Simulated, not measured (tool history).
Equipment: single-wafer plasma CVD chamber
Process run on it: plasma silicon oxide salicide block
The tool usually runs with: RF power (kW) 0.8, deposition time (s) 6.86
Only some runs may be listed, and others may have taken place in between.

| run | hour | RF power (kW) | deposition time (s) | wafers since the last listed run | hours since the last RF generator calibration | hours since the showerhead was replaced | hours since the gauge calibration | read-back reference wafer on the same gauge, thickness_nm | mean film thickness on the monitor wafer (angstrom) |
|---|---|---|---|---|---|---|---|---|---|
| 1 | 0 | 0.8 | 6.86 | 0 | 386 | 6072.7 | 595.1 | 61.492 | 741.26 |
| 2 | 27.4 | 0.73 | 6.86 | 652 | 413.4 | 6100.1 | 622.5 | 61.49 | 730.21 |
| 3 | 94.9 | 0.73 | 6.86 | 1607 | 480.9 | 6167.6 | 690 | 61.457 | 727.28 |
| 4 | 122 | 0.8 | 6.29 | 645 | 508 | 6194.7 | 717.1 | 61.513 | 679.79 |
| 5 | 168.1 | 0.8 | 6.29 | 1097 | 554.1 | 6240.8 | 763.2 | 61.439 | 679.41 |
| 6 | 193.8 | 0.8 | 6.86 | 612 | 579.8 | 6266.5 | 788.9 | 61.582 | 738.22 |
| 7 | 220.1 | 0.8 | 6.86 | 626 | 606.1 | 6292.8 | 815.2 | 61.544 | 743.36 |
| 8 | 288.2 | 0.8 | 6.86 | 1621 | 674.2 | 6360.9 | 883.3 | 61.456 | 746.59 |
| 9 | 318.7 | 0.8 | 6.86 | 726 | 704.7 | 6391.4 | 913.8 | 61.559 | 737.12 |
| 10 | 346.5 | 0.865 | 6.86 | 662 | 732.5 | 6419.2 | 941.6 | 61.458 | 757.7 |
| 11 | 378 | 0.865 | 6.86 | 750 | 764 | 6450.7 | 973.1 | 61.46 | 749.12 |
| 12 | 418.2 | 0.88 | 6.39 | 957 | 804.2 | 6490.9 | 1013.3 | 61.463 | 704.31 |
| 13 | 449.5 | 0.735 | 7.71 | 745 | 835.5 | 6522.2 | 1044.6 | 61.468 | 810.9 |
| 14 | 478 | 0.695 | 6.22 | 678 | 864 | 6550.7 | 1073.1 | 61.491 | 650.57 |
|  | 500.3 | RF generator calibrated |
| 15 | 539.7 | 0.8 | 6.86 | 1278 | 39.4 | 6612.4 | 1134.8 | 61.499 | 755.01 |
| 16 | 589.7 | 0.8 | 6.86 | 1190 | 89.4 | 6662.4 | 1184.8 | 61.493 | 748.78 |
| 17 | 777.4 | 0.8 | 7.6 | 4469 | 277.1 | 6850.1 | 1372.5 | 61.514 | 823.74 |
| 18 | 976.2 | 0.8 | 7.6 | 4734 | 475.9 | 7048.9 | 1571.3 | 61.451 | 818.27 |
| 19 | 1040.8 | 0.93 | 6.86 | 1538 | 540.5 | 7113.5 | 1635.9 | 61.498 | 770.31 |
| 20 | 1074.8 | 0.93 | 6.86 | 809 | 574.5 | 7147.5 | 1669.9 | 61.498 | 768.35 |
| 21 | 1121.5 | 0.8 | 8.08 | 1112 | 621.2 | 7194.2 | 1716.6 | 61.492 | 880.06 |
| 22 | 1171.6 | 0.8 | 7.25 | 1193 | 671.3 | 7244.3 | 1766.7 | 61.563 | 784.71 |
|  | 1227.1 | showerhead replaced |
| 23 | 1239.9 | 0.8 | 6.86 | 1436 | 739.6 | 12.8 | 1835 | 61.42 | 737.13 |
|  | 1248.9 | RF generator calibrated |
| 24 | 1308.6 | 0.655 | 7.76 | 1445 | 59.7 | 81.5 | 1903.7 | 61.563 | 816.5 |
| 25 | 1366.1 | 0.865 | 7.9 | 1369 | 117.2 | 139 | 1961.2 | 61.515 | 875.07 |
| 26 | 1412.1 | 0.8 | 7.77 | 1095 | 163.2 | 185 | 2007.2 | 61.533 | 843.96 |
| 27 | 1460.5 | 0.8 | 7.55 | 1152 | 211.6 | 233.4 | 2055.6 | 61.546 | 822.34 |
| 28 | 1523.4 | 0.865 | 7.9 | 1497 | 274.5 | 296.3 | 2118.5 | 61.499 | 874.22 |
| 29 | 1607.1 | 0.7 | 5.9 | 1993 | 358.2 | 380 | 2202.2 | 61.436 | 621.03 |
| 30 | 1647.2 | 0.755 | 7.36 | 954 | 398.3 | 420.1 | 2242.3 | 61.485 | 787.11 |
| 31 | 1702.3 | 0.645 | 7.73 | 1312 | 453.4 | 475.2 | 2297.4 | 61.475 | 794.11 |
| 32 | 1745.3 | 0.92 | 5.59 | 1024 | 496.4 | 518.2 | 2340.4 | 61.467 | 627.74 |
|  | 1777.2 | gauge calibrated |
| 33 | 1806.3 | 0.8 | 6.86 | 1452 | 557.4 | 579.2 | 29.1 | 61.503 | 741.9 |
| 34 | 1877.7 | 0.68 | 6.86 | 1700 | 628.8 | 650.6 | 100.5 | 61.462 | 713.78 |
| 35 | 1928.2 | 0.76 | 6.86 | 1202 | 679.3 | 701.1 | 151 | 61.471 | 730 |
| 36 | 1999.7 | 0.955 | 7.76 | 1702 | 750.8 | 772.6 | 222.5 | 61.507 | 872.53 |
| 37 | 2037.4 | 0.8 | 7.88 | 897 | 788.5 | 810.3 | 260.2 | 61.469 | 857.49 |
| 38 | 2076.5 | 0.855 | 6.86 | 931 | 827.6 | 849.4 | 299.3 | 61.511 | 748.06 |
| 39 | 2112.6 | 0.65 | 6.86 | 859 | 863.7 | 885.5 | 335.4 | 61.53 | 704.89 |
|  | 2122.8 | RF generator calibrated |
| 40 | 2161.3 | 0.8 | 5.63 | 969 | 38.5 | 934.2 | 384.1 | 61.585 | 620.35 |
| 41 | 2203.3 | 0.845 | 7.91 | 1000 | 80.5 | 976.2 | 426.1 | 61.539 | 880.51 |
| 42 | 2258.1 | 0.96 | 8.15 | 1305 | 135.3 | 1031 | 480.9 | 61.477 | 930.02 |
| 43 | 2305.1 | 0.8 | 6.41 | 1119 | 182.3 | 1078 | 527.9 | 61.572 | 695.97 |
| 44 | 2343.2 | 0.8 | 6.86 | 907 | 220.4 | 1116.1 | 566 | 61.575 | 745.85 |
| 45 | 2373.5 | 0.8 | 6.86 | 721 | 250.7 | 1146.4 | 596.3 | 61.516 | 744.49 |

Below are 3 alternative next runs, each starting from the tool's condition after run 45. Predict each:
| A | 2373.9 | 0.71 | 6.86 | 9 | 251.1 | 1146.8 | 596.7 | ? | ? |
| B | 2373.9 | 0.8 | 7.86 | 9 | 251.1 | 1146.8 | 596.7 | ? | ? |
| C | 2373.9 | 0.89 | 7.68 | 9 | 251.1 | 1146.8 | 596.7 | ? | ? |

| run | read-back reference wafer on the same gauge, thickness_nm | mean film thickness on the monitor wafer (angstrom) |
|---|---|---|
| A | 61.513 | 724.43 |
| B | 61.513 | 852.88 |
| C | 61.513 | 854.36 |
Without the tool's unlogged condition, the same runs would have read:
| run | mean film thickness on the monitor wafer (angstrom) |
|---|---|
| A | 733.22 |
| B | 863.22 |
| C | 864.72 |
